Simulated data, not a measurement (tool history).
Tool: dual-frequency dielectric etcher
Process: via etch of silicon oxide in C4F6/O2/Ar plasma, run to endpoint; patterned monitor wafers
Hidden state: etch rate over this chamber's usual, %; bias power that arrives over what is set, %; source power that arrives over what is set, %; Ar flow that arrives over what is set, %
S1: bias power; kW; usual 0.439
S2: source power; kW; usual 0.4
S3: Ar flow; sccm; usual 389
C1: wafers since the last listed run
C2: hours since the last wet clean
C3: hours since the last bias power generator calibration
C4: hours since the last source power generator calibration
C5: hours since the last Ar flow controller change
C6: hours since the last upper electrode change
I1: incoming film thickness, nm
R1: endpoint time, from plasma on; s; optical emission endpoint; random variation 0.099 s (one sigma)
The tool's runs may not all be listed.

run 1 hour=0 | S1=0.439 S2=0.4 S3=389 | C1=0 C2=416.1 C3=3716.9 C4=1342 C5=4713.3 C6=5629.9 | I1=81 | R1=19.7
run 2 hour=8.5 | S1=0.439 S2=0.4 S3=389 | C1=191 C2=424.6 C3=3725.4 C4=1350.5 C5=4721.8 C6=5638.4 | I1=80.9 | R1=19.9
run 3 hour=16.9 | S1=0.439 S2=0.4 S3=389 | C1=189 C2=433 C3=3733.8 C4=1358.9 C5=4730.2 C6=5646.8 | I1=80.8 | R1=19.6
run 4 hour=24.8 | S1=0.439 S2=0.4 S3=389 | C1=177 C2=440.9 C3=3741.7 C4=1366.8 C5=4738.1 C6=5654.7 | I1=81.2 | R1=20.1
run 5 hour=36.7 | S1=0.439 S2=0.4 S3=389 | C1=268 C2=452.8 C3=3753.6 C4=1378.7 C5=4750 C6=5666.6 | I1=80.6 | R1=19.6
run 6 hour=51.3 | S1=0.439 S2=0.44 S3=389 | C1=328 C2=467.4 C3=3768.2 C4=1393.3 C5=4764.6 C6=5681.2 | I1=80.7 | R1=19
run 7 hour=67.7 | S1=0.439 S2=0.44 S3=389 | C1=369 C2=483.8 C3=3784.6 C4=1409.7 C5=4781 C6=5697.6 | I1=80.3 | R1=18.8
-- hour=99.4 wet clean of the chamber
-- hour=110.1 upper electrode replaced, of another model than before
run 8 hour=110.6 | S1=0.439 S2=0.44 S3=389 | C1=186 C2=11.2 C3=3827.5 C4=1452.6 C5=4823.9 C6=0.5 | I1=81.5 | R1=20.2
run 9 hour=110.9 | S1=0.439 S2=0.4 S3=389 | C1=6 C2=11.5 C3=3827.8 C4=1452.9 C5=4824.2 C6=0.8 | I1=81 | R1=20.4
run 10 hour=111.2 | S1=0.439 S2=0.4 S3=389 | C1=6 C2=11.8 C3=3828.1 C4=1453.2 C5=4824.5 C6=1.1 | I1=80.2 | R1=20.4
run 11 hour=121.6 | S1=0.439 S2=0.4 S3=389 | C1=234 C2=22.2 C3=3838.5 C4=1463.6 C5=4834.9 C6=11.5 | I1=81.8 | R1=20.6
run 12 hour=129.1 | S1=0.51 S2=0.35 S3=389 | C1=168 C2=29.7 C3=3846 C4=1471.1 C5=4842.4 C6=19 | I1=81.5 | R1=20.5
-- hour=143.7 bias power generator calibrated
run 13 hour=145.2 | S1=0.439 S2=0.31 S3=481 | C1=272 C2=45.8 C3=1.5 C4=1487.2 C5=4858.5 C6=35.1 | I1=80.6 | R1=22
run 14 hour=157.1 | S1=0.439 S2=0.4 S3=468 | C1=268 C2=57.7 C3=13.4 C4=1499.1 C5=4870.4 C6=47 | I1=80.5 | R1=20.6
run 15 hour=173.4 | S1=0.439 S2=0.4 S3=389 | C1=367 C2=74 C3=29.7 C4=1515.4 C5=4886.7 C6=63.3 | I1=81.3 | R1=20.4
run 16 hour=190.4 | S1=0.439 S2=0.4 S3=389 | C1=382 C2=91 C3=46.7 C4=1532.4 C5=4903.7 C6=80.3 | I1=81.8 | R1=20.5
run 17 hour=205.1 | S1=0.439 S2=0.4 S3=389 | C1=331 C2=105.7 C3=61.4 C4=1547.1 C5=4918.4 C6=95 | I1=81.6 | R1=20.4
run 18 hour=222.6 | S1=0.439 S2=0.3 S3=448 | C1=394 C2=123.2 C3=78.9 C4=1564.6 C5=4935.9 C6=112.5 | I1=81 | R1=21.9
run 19 hour=237.1 | S1=0.439 S2=0.4 S3=389 | C1=326 C2=137.7 C3=93.4 C4=1579.1 C5=4950.4 C6=127 | I1=81.2 | R1=20.2
-- hour=244.2 source power generator calibrated
-- hour=250.5 Ar flow controller replaced
run 20 hour=253.1 | S1=0.371 S2=0.4 S3=464 | C1=135 C2=153.7 C3=109.4 C4=8.9 C5=2.6 C6=143 | I1=81.2 | R1=21.2
run 21 hour=262.2 | S1=0.439 S2=0.47 S3=389 | C1=205 C2=162.8 C3=118.5 C4=18 C5=11.7 C6=152.1 | I1=81.2 | R1=19.3
run 22 hour=278.3 | S1=0.534 S2=0.33 S3=350 | C1=362 C2=178.9 C3=134.6 C4=34.1 C5=27.8 C6=168.2 | I1=80.9 | R1=19.9
run 23 hour=294.2 | S1=0.439 S2=0.4 S3=389 | C1=358 C2=194.8 C3=150.5 C4=50 C5=43.7 C6=184.1 | I1=82.2 | R1=20.5
run 24 hour=309.5 | S1=0.439 S2=0.31 S3=310 | C1=344 C2=210.1 C3=165.8 C4=65.3 C5=59 C6=199.4 | I1=81 | R1=20.7
run 25 hour=326 | S1=0.439 S2=0.48 S3=461 | C1=371 C2=226.6 C3=182.3 C4=81.8 C5=75.5 C6=215.9 | I1=80.6 | R1=19.6
run 26 hour=334.2 | S1=0.395 S2=0.4 S3=389 | C1=184 C2=234.8 C3=190.5 C4=90 C5=83.7 C6=224.1 | I1=80.4 | R1=20.2
run 27 hour=342.6 | S1=0.51 S2=0.44 S3=389 | C1=189 C2=243.2 C3=198.9 C4=98.4 C5=92.1 C6=232.5 | I1=80.4 | R1=19
run 28 hour=356.6 | S1=0.511 S2=0.37 S3=466 | C1=315 C2=257.2 C3=212.9 C4=112.4 C5=106.1 C6=246.5 | I1=81.1 | R1=20.3
run 29 hour=367.3 | S1=0.439 S2=0.4 S3=389 | C1=241 C2=267.9 C3=223.6 C4=123.1 C5=116.8 C6=257.2 | I1=82 | R1=20.2
run 30 hour=380.8 | S1=0.541 S2=0.4 S3=427 | C1=304 C2=281.4 C3=237.1 C4=136.6 C5=130.3 C6=270.7 | I1=81.1 | R1=19.3

Hidden state at the last listed run before each entry between runs and at the first one after, where it differs:
Between runs 7 and 8: wet clean of the chamber (hour 99.4); upper electrode replaced, of another model than before (hour 110.1)
  etch rate over this chamber's usual, %: 3.38 -> 0.513
  measured less the result without the state, R1: -0.6 -> -0.1 s
Between runs 12 and 13: bias power generator calibrated (hour 143.7)
  etch rate over this chamber's usual, %: 0.64 -> 0.75
  measured less the result without the state, R1: -0.2 -> -0.2 s
Between runs 19 and 20: source power generator calibrated (hour 244.2); Ar flow controller replaced (hour 250.5)
  etch rate over this chamber's usual, %: 1.38 -> 1.49
  measured less the result without the state, R1: -0.2 -> -0.3 s

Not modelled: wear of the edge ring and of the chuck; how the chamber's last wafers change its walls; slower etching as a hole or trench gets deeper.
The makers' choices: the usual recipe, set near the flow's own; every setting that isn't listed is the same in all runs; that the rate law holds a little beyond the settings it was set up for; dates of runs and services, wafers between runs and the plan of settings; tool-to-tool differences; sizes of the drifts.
